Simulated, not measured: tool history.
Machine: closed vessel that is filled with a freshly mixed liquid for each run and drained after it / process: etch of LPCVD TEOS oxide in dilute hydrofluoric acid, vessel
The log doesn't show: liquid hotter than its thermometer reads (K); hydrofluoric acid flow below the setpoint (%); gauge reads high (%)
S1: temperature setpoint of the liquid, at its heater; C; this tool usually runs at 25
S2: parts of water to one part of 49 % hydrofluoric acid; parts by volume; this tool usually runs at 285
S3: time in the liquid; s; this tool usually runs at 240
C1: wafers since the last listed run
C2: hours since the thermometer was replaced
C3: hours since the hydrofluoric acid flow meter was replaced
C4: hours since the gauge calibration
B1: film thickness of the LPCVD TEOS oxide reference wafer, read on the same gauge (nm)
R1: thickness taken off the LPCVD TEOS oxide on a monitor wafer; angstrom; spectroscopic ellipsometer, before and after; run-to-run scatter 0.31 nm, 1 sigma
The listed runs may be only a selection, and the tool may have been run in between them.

{"run": 1, "hour": 0.0, "S1": 28, "S2": 285, "S3": 240, "C1": 0, "C2": 538.4, "C3": 535.7, "C4": 598.9, "B1": 29.99, "R1": 355}
{"run": 2, "hour": 58.4, "S1": 28, "S2": 285, "S3": 240, "C1": 4553, "C2": 596.8, "C3": 594.1, "C4": 657.3, "B1": 30.02, "R1": 346}
{"run": 3, "hour": 101.6, "S1": 25, "S2": 285, "S3": 240, "C1": 3368, "C2": 640, "C3": 637.3, "C4": 700.5, "B1": 30.01, "R1": 315.9}
{"run": 4, "hour": 162.5, "S1": 25, "S2": 285, "S3": 240, "C1": 4748, "C2": 700.9, "C3": 698.2, "C4": 761.4, "B1": 29.96, "R1": 313}
{"run": 5, "hour": 209.6, "S1": 25, "S2": 285, "S3": 240, "C1": 3672, "C2": 748, "C3": 745.3, "C4": 808.5, "B1": 30.03, "R1": 315.4}
{"run": 6, "hour": 240.4, "S1": 25, "S2": 370, "S3": 240, "C1": 2401, "C2": 778.8, "C3": 776.1, "C4": 839.3, "B1": 30.06, "R1": 219.6}
{"run": 7, "hour": 296.1, "S1": 25, "S2": 370, "S3": 240, "C1": 4342, "C2": 834.5, "C3": 831.8, "C4": 895, "B1": 30, "R1": 220.3}
{"hour": 332.7, "done": "gauge calibrated"}
{"run": 8, "hour": 359.4, "S1": 25, "S2": 355, "S3": 240, "C1": 4935, "C2": 897.8, "C3": 895.1, "C4": 26.7, "B1": 30, "R1": 230.5}
{"run": 9, "hour": 422.4, "S1": 25, "S2": 285, "S3": 190, "C1": 4912, "C2": 960.8, "C3": 958.1, "C4": 89.7, "B1": 30.02, "R1": 241.8}
{"run": 10, "hour": 462.9, "S1": 23, "S2": 285, "S3": 240, "C1": 3157, "C2": 1001.3, "C3": 998.6, "C4": 130.2, "B1": 30.01, "R1": 279.4}
{"hour": 526.3, "done": "hydrofluoric acid flow meter replaced"}
{"run": 11, "hour": 530.5, "S1": 23.5, "S2": 325, "S3": 240, "C1": 5192, "C2": 1068.9, "C3": 4.2, "C4": 197.8, "B1": 30.04, "R1": 231.2}
{"run": 12, "hour": 559.4, "S1": 25, "S2": 285, "S3": 240, "C1": 2253, "C2": 1097.8, "C3": 33.1, "C4": 226.7, "B1": 29.97, "R1": 283.3}
{"hour": 574.6, "done": "thermometer replaced"}
{"run": 13, "hour": 608.4, "S1": 28, "S2": 285, "S3": 240, "C1": 3742, "C2": 33.8, "C3": 82.1, "C4": 275.7, "B1": 29.96, "R1": 313.7}
{"run": 14, "hour": 650.3, "S1": 23, "S2": 325, "S3": 280, "C1": 3266, "C2": 75.7, "C3": 124, "C4": 317.6, "B1": 29.97, "R1": 259.2}
{"hour": 707.8, "done": "hydrofluoric acid flow meter replaced, repeated, since the last time left the tool worse"}
{"run": 15, "hour": 717.7, "S1": 27.5, "S2": 415, "S3": 240, "C1": 5177, "C2": 143.1, "C3": 9.9, "C4": 385, "B1": 30.02, "R1": 218.2}
{"run": 16, "hour": 785.8, "S1": 25, "S2": 285, "S3": 330, "C1": 5309, "C2": 211.2, "C3": 78, "C4": 453.1, "B1": 30, "R1": 444.6}

Predict each of these 5 candidate next runs independently; none follows another, all start after run 16:
{"run": "A", "hour": 786.5, "S1": 25, "S2": 190, "S3": 240, "C1": 54, "C2": 211.9, "C3": 78.7, "C4": 453.8, "B1": "?", "R1": "?"}
{"run": "B", "hour": 786.5, "S1": 29.5, "S2": 285, "S3": 125, "C1": 54, "C2": 211.9, "C3": 78.7, "C4": 453.8, "B1": "?", "R1": "?"}
{"run": "C", "hour": 786.5, "S1": 21.5, "S2": 330, "S3": 370, "C1": 54, "C2": 211.9, "C3": 78.7, "C4": 453.8, "B1": "?", "R1": "?"}
{"run": "D", "hour": 786.5, "S1": 26.5, "S2": 225, "S3": 325, "C1": 54, "C2": 211.9, "C3": 78.7, "C4": 453.8, "B1": "?", "R1": "?"}
{"run": "E", "hour": 786.5, "S1": 25, "S2": 285, "S3": 280, "C1": 54, "C2": 211.9, "C3": 78.7, "C4": 453.8, "B1": "?", "R1": "?"}

run=A B1=29.99 R1=540.9
run=B B1=29.99 R1=197.3
run=C B1=29.99 R1=367.7
run=D B1=29.99 R1=627.7
run=E B1=29.99 R1=380
Had the tool no hidden state, the same runs would have come out as:
run=A R1=551.6
run=B R1=201.6
run=C R1=375.4
run=D R1=640.5
run=E R1=388

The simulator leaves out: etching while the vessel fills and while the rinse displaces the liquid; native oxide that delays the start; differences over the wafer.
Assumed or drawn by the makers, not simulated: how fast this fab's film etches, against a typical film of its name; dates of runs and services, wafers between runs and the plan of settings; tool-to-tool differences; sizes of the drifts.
